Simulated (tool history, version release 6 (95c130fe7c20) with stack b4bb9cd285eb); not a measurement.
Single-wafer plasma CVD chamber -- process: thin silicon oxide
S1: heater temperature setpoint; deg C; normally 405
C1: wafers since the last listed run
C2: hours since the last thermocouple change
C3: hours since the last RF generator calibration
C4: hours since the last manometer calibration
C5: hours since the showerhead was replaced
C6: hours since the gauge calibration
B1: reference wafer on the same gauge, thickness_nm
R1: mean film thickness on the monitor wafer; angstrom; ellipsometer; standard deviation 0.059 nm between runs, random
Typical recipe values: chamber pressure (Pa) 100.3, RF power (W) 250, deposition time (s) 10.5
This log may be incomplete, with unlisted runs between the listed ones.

{"run": 1, "hour": 0.0, "S1": 405, "chamber pressure (Pa)": 116.9, "RF power (W)": 250, "deposition time (s)": 10.5, "C1": 0, "C2": 2137.8, "C3": 285.8, "C4": 481.4, "C5": 1826.2, "C6": 649.6, "B1": 20.382, "R1": 192.86}
{"run": 2, "hour": 66.2, "S1": 405, "chamber pressure (Pa)": 116.9, "RF power (W)": 250, "deposition time (s)": 10.5, "C1": 1197, "C2": 2204.0, "C3": 352.0, "C4": 547.6, "C5": 1892.4, "C6": 715.8, "B1": 20.382, "R1": 195.36}
{"run": 3, "hour": 101.1, "S1": 405, "chamber pressure (Pa)": 116.9, "RF power (W)": 250, "deposition time (s)": 10.5, "C1": 631, "C2": 2238.9, "C3": 386.9, "C4": 582.5, "C5": 1927.3, "C6": 750.7, "B1": 20.388, "R1": 194.24}
{"run": 4, "hour": 144.1, "S1": 405, "chamber pressure (Pa)": 100.3, "RF power (W)": 250, "deposition time (s)": 10.5, "C1": 777, "C2": 2281.9, "C3": 429.9, "C4": 625.5, "C5": 1970.3, "C6": 793.7, "B1": 20.398, "R1": 171.35}
{"run": 5, "hour": 211.6, "S1": 405, "chamber pressure (Pa)": 100.3, "RF power (W)": 250, "deposition time (s)": 10.5, "C1": 1220, "C2": 2349.4, "C3": 497.4, "C4": 693.0, "C5": 2037.8, "C6": 861.2, "B1": 20.394, "R1": 172.63}
{"run": 6, "hour": 252.2, "S1": 405, "chamber pressure (Pa)": 100.3, "RF power (W)": 250, "deposition time (s)": 10.5, "C1": 734, "C2": 2390.0, "C3": 538.0, "C4": 733.6, "C5": 2078.4, "C6": 901.8, "B1": 20.419, "R1": 171.16}
{"run": 7, "hour": 311.3, "S1": 405, "chamber pressure (Pa)": 100.3, "RF power (W)": 250, "deposition time (s)": 10.5, "C1": 1068, "C2": 2449.1, "C3": 597.1, "C4": 792.7, "C5": 2137.5, "C6": 960.9, "B1": 20.403, "R1": 172.29}
{"run": 8, "hour": 357.3, "S1": 405, "chamber pressure (Pa)": 100.3, "RF power (W)": 280, "deposition time (s)": 10.5, "C1": 831, "C2": 2495.1, "C3": 643.1, "C4": 838.7, "C5": 2183.5, "C6": 1006.9, "B1": 20.409, "R1": 180.74}
{"hour": 421.1, "done": "showerhead replaced"}
{"run": 9, "hour": 560.6, "S1": 405, "chamber pressure (Pa)": 100.3, "RF power (W)": 280, "deposition time (s)": 10.5, "C1": 3532, "C2": 2698.4, "C3": 846.4, "C4": 1042.0, "C5": 139.5, "C6": 1210.2, "B1": 20.423, "R1": 181.61}
{"hour": 628.5, "done": "thermocouple changed; heater temperature recalibrated"}
{"run": 10, "hour": 629.0, "S1": 415, "chamber pressure (Pa)": 124.9, "RF power (W)": 250, "deposition time (s)": 9.1, "C1": 1092, "C2": 0.5, "C3": 914.8, "C4": 1110.4, "C5": 207.9, "C6": 1278.6, "B1": 20.391, "R1": 176.6}
{"hour": 665.4, "done": "gauge calibrated"}
{"run": 11, "hour": 793.4, "S1": 411, "chamber pressure (Pa)": 100.3, "RF power (W)": 250, "deposition time (s)": 8.6, "C1": 2973, "C2": 164.9, "C3": 1079.2, "C4": 1274.8, "C5": 372.3, "C6": 128.0, "B1": 20.406, "R1": 139.37}
{"run": 12, "hour": 846.8, "S1": 405, "chamber pressure (Pa)": 100.3, "RF power (W)": 295, "deposition time (s)": 11.9, "C1": 965, "C2": 218.3, "C3": 1132.6, "C4": 1328.2, "C5": 425.7, "C6": 181.4, "B1": 20.414, "R1": 209.51}
{"run": 13, "hour": 889.9, "S1": 395, "chamber pressure (Pa)": 100.3, "RF power (W)": 250, "deposition time (s)": 12.0, "C1": 779, "C2": 261.4, "C3": 1175.7, "C4": 1371.3, "C5": 468.8, "C6": 224.5, "B1": 20.391, "R1": 197.55}
{"run": 14, "hour": 926.5, "S1": 400, "chamber pressure (Pa)": 100.3, "RF power (W)": 250, "deposition time (s)": 10.5, "C1": 661, "C2": 298.0, "C3": 1212.3, "C4": 1407.9, "C5": 505.4, "C6": 261.1, "B1": 20.427, "R1": 171.59}
{"hour": 948.5, "done": "RF generator calibrated"}
{"run": 15, "hour": 992.1, "S1": 405, "chamber pressure (Pa)": 100.3, "RF power (W)": 250, "deposition time (s)": 10.5, "C1": 1041, "C2": 363.6, "C3": 43.6, "C4": 1473.5, "C5": 571.0, "C6": 326.7, "B1": 20.398, "R1": 176.95}
{"hour": 1054.3, "done": "capacitance manometer re-zeroed and calibrated"}
{"run": 16, "hour": 1134.5, "S1": 405, "chamber pressure (Pa)": 109.6, "RF power (W)": 225, "deposition time (s)": 9.1, "C1": 2430, "C2": 506.0, "C3": 186.0, "C4": 80.2, "C5": 713.4, "C6": 469.1, "B1": 20.415, "R1": 150.74}
{"run": 17, "hour": 1167.7, "S1": 405, "chamber pressure (Pa)": 100.3, "RF power (W)": 250, "deposition time (s)": 10.5, "C1": 600, "C2": 539.2, "C3": 219.2, "C4": 113.4, "C5": 746.6, "C6": 502.3, "B1": 20.393, "R1": 170.43}
{"run": 18, "hour": 1235.3, "S1": 418, "chamber pressure (Pa)": 106.5, "RF power (W)": 250, "deposition time (s)": 8.4, "C1": 1222, "C2": 606.8, "C3": 286.8, "C4": 181.0, "C5": 814.2, "C6": 569.9, "B1": 20.419, "R1": 141.64}
{"run": 19, "hour": 1290.5, "S1": 405, "chamber pressure (Pa)": 110.7, "RF power (W)": 210, "deposition time (s)": 11.9, "C1": 998, "C2": 662.0, "C3": 342.0, "C4": 236.2, "C5": 869.4, "C6": 625.1, "B1": 20.405, "R1": 191.73}
{"run": 20, "hour": 1355.1, "S1": 405, "chamber pressure (Pa)": 109.1, "RF power (W)": 250, "deposition time (s)": 12.1, "C1": 1168, "C2": 726.6, "C3": 406.6, "C4": 300.8, "C5": 934.0, "C6": 689.7, "B1": 20.409, "R1": 211.2}
{"run": 21, "hour": 1401.5, "S1": 405, "chamber pressure (Pa)": 100.3, "RF power (W)": 250, "deposition time (s)": 11.1, "C1": 839, "C2": 773.0, "C3": 453.0, "C4": 347.2, "C5": 980.4, "C6": 736.1, "B1": 20.41, "R1": 181.92}
{"run": 22, "hour": 1456.3, "S1": 415, "chamber pressure (Pa)": 108.5, "RF power (W)": 250, "deposition time (s)": 10.5, "C1": 991, "C2": 827.8, "C3": 507.8, "C4": 402.0, "C5": 1035.2, "C6": 790.9, "B1": 20.409, "R1": 182.05}
{"run": 23, "hour": 1490.0, "S1": 413, "chamber pressure (Pa)": 112.8, "RF power (W)": 275, "deposition time (s)": 11.3, "C1": 609, "C2": 861.5, "C3": 541.5, "C4": 435.7, "C5": 1068.9, "C6": 824.6, "B1": 20.402, "R1": 209.28}
{"run": 24, "hour": 1529.6, "S1": 405, "chamber pressure (Pa)": 117.6, "RF power (W)": 250, "deposition time (s)": 10.5, "C1": 716, "C2": 901.1, "C3": 581.1, "C4": 475.3, "C5": 1108.5, "C6": 864.2, "B1": 20.416, "R1": 194.22}
{"run": 25, "hour": 1570.3, "S1": 405, "chamber pressure (Pa)": 118.0, "RF power (W)": 285, "deposition time (s)": 10.5, "C1": 736, "C2": 941.8, "C3": 621.8, "C4": 516.0, "C5": 1149.2, "C6": 904.9, "B1": 20.401, "R1": 206.4}
{"run": 26, "hour": 1619.1, "S1": 393, "chamber pressure (Pa)": 100.3, "RF power (W)": 250, "deposition time (s)": 10.5, "C1": 882, "C2": 990.6, "C3": 670.6, "C4": 564.8, "C5": 1198.0, "C6": 953.7, "B1": 20.382, "R1": 172.71}
{"run": 27, "hour": 1661.4, "S1": 391, "chamber pressure (Pa)": 100.3, "RF power (W)": 250, "deposition time (s)": 8.5, "C1": 765, "C2": 1032.9, "C3": 712.9, "C4": 607.1, "C5": 1240.3, "C6": 996.0, "B1": 20.409, "R1": 139.99}
{"run": 28, "hour": 1703.8, "S1": 405, "chamber pressure (Pa)": 100.3, "RF power (W)": 250, "deposition time (s)": 10.5, "C1": 766, "C2": 1075.3, "C3": 755.3, "C4": 649.5, "C5": 1282.7, "C6": 1038.4, "B1": 20.415, "R1": 172.38}

Each row is a separate what-if for the run after 28, all from the same tool condition, not one after another. Results?
{"run": "A", "hour": 1704.2, "S1": 414, "chamber pressure (Pa)": 100.3, "RF power (W)": 250, "deposition time (s)": 10.5, "C1": 7, "C2": 1075.7, "C3": 755.7, "C4": 649.9, "C5": 1283.1, "C6": 1038.8, "B1": "?", "R1": "?"}
{"run": "B", "hour": 1704.2, "S1": 399, "chamber pressure (Pa)": 79.7, "RF power (W)": 285, "deposition time (s)": 12.6, "C1": 7, "C2": 1075.7, "C3": 755.7, "C4": 649.9, "C5": 1283.1, "C6": 1038.8, "B1": "?", "R1": "?"}
{"run": "C", "hour": 1704.2, "S1": 396, "chamber pressure (Pa)": 100.3, "RF power (W)": 250, "deposition time (s)": 12.5, "C1": 7, "C2": 1075.7, "C3": 755.7, "C4": 649.9, "C5": 1283.1, "C6": 1038.8, "B1": "?", "R1": "?"}
{"run": "D", "hour": 1704.2, "S1": 405, "chamber pressure (Pa)": 112.5, "RF power (W)": 225, "deposition time (s)": 11.7, "C1": 7, "C2": 1075.7, "C3": 755.7, "C4": 649.9, "C5": 1283.1, "C6": 1038.8, "B1": "?", "R1": "?"}

run=A B1=20.421 R1=170.26
run=B B1=20.421 R1=178.97
run=C B1=20.421 R1=205.32
run=D B1=20.421 R1=198.93
Had the tool no hidden state, the same runs would have come out as:
run=A R1=169.83
run=B R1=177.09
run=C R1=204.79
run=D R1=199.42

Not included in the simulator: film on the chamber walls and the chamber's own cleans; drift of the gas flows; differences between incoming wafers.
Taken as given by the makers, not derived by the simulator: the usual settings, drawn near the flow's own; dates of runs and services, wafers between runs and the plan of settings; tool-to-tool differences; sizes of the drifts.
